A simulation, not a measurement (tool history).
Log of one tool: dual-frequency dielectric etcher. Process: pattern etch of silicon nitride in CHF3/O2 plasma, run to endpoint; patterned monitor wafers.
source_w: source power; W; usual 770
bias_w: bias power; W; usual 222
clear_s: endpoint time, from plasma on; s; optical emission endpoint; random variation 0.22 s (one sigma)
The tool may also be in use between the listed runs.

run,hour,source_w,bias_w,"incoming incoming film thickness, nm",clear_s
1,0.0,770,222,105.8,64.7
2,72.3,770,222,106.1,65.2
3,141.5,770,222,107.0,65.7
# hour 190.3: wet clean of the chamber
4,242.0,810,222,105.8,64.9
5,307.7,810,222,105.3,64.2
6,368.4,770,222,104.8,64.9
7,433.3,770,222,105.9,65.6
# hour 469.4: bias power generator calibrated
8,490.3,650,222,106.0,67.1
9,554.4,650,222,105.6,66.9
10,623.1,770,222,106.7,65.0
11,684.1,770,222,104.5,64.1
12,784.9,700,200,106.2,68.7
# hour 832.8: wet clean of the chamber
# hour 905.5: upper electrode replaced
13,906.0,770,222,105.9,64.9
14,962.2,940,185,106.2,66.1
15,1027.5,770,222,105.4,64.9
16,1068.4,650,264,106.2,64.0
17,1112.8,770,222,106.0,65.2
18,1181.5,770,222,105.1,64.7
19,1256.0,600,193,106.7,72.8
20,1341.2,940,222,104.8,62.3
# hour 1349.9: source power generator calibrated
# hour 1419.4: wet clean of the chamber
21,1420.6,650,222,105.9,67.5
22,1473.7,940,222,106.3,62.4
23,1557.9,770,222,105.9,65.5
24,1640.0,600,222,105.6,68.5
25,1685.8,680,195,106.5,70.6
26,1761.3,880,167,106.9,70.2
27,1867.6,770,222,106.4,66.1
28,1935.6,770,189,107.0,69.8
# hour 2045.6: wet clean of the chamber
29,2046.1,920,197,106.1,66.4
30,2087.7,770,250,107.0,63.8
31,2133.0,770,222,105.5,66.0
# hour 2176.0: bias power generator calibrated
32,2188.0,670,194,105.5,69.4
33,2275.4,840,222,104.4,62.9
34,2318.4,610,222,106.7,68.6

The tool's hidden state at each run:
etch rate over this chamber's usual, %: 0 in every run
H1: source power that arrives over what is set, %
H2: bias power that arrives over what is set, %
run,H1,H2
1,-0.525,-1.56
2,-0.632,-1.88
3,-0.745,-2.2
4,-0.93,-2.71
5,-1.06,-3.06
6,-1.2,-3.4
7,-1.35,-3.78
8,-1.49,0.155
9,-1.65,0.141
10,-1.84,0.109
11,-2.02,0.0638
12,-2.33,-0.0427
13,-2.73,-0.224
14,-2.93,-0.328
15,-3.17,-0.465
16,-3.32,-0.559
17,-3.49,-0.669
18,-3.77,-0.855
19,-4.08,-1.08
20,-4.45,-1.36
21,-0.268,-1.65
22,-0.28,-1.85
23,-0.312,-2.21
24,-0.358,-2.58
25,-0.391,-2.79
26,-0.456,-3.17
27,-0.568,-3.74
28,-0.654,-4.13
29,-0.815,-4.8
30,-0.883,-5.06
31,-0.962,-5.36
32,-1.06,0.0904
33,-1.24,0.071
34,-1.33,0.0503
